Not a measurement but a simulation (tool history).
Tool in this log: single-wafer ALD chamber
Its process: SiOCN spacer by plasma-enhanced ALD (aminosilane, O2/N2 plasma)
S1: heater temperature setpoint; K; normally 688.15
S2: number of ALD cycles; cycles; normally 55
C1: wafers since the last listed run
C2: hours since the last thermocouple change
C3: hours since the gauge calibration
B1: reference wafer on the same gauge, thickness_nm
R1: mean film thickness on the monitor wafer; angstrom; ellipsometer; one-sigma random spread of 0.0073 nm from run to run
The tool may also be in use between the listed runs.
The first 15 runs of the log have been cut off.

run 16 hour=203.3 | S1=688.15 S2=61 | C1=23 C2=1880.3 C3=539.6 | B1=2.380 | R1=32.50
run 17 hour=218.9 | S1=688.15 S2=55 | C1=58 C2=1895.9 C3=555.2 | B1=2.379 | R1=29.37
run 18 hour=226.8 | S1=688.15 S2=55 | C1=29 C2=1903.8 C3=563.1 | B1=2.379 | R1=29.36
run 19 hour=239.1 | S1=688.15 S2=55 | C1=46 C2=1916.1 C3=575.4 | B1=2.381 | R1=29.17
run 20 hour=245.7 | S1=688.15 S2=62 | C1=24 C2=1922.7 C3=582.0 | B1=2.380 | R1=33.25
run 21 hour=256.5 | S1=688.15 S2=62 | C1=40 C2=1933.5 C3=592.8 | B1=2.379 | R1=33.02
run 22 hour=280.5 | S1=683.15 S2=55 | C1=90 C2=1957.5 C3=616.8 | B1=2.380 | R1=29.72
-- hour=301.0 thermocouple changed; heater temperature recalibrated
run 23 hour=301.5 | S1=688.15 S2=55 | C1=49 C2=0.5 C3=637.8 | B1=2.382 | R1=29.22
-- hour=307.2 gauge calibrated
run 24 hour=309.3 | S1=688.15 S2=55 | C1=29 C2=8.3 C3=2.1 | B1=2.378 | R1=29.41

Estimate the outcome of run 25 from the log above:
run 25 hour=319.4 | S1=679.15 S2=48 | C1=38 C2=18.4 C3=12.2 | B1=? | R1=?

{"run 25": {"B1": 2.377, "R1": 26.34}}
The same run, on a tool lacking any hidden state, would have yielded R1 26.34 angstrom.
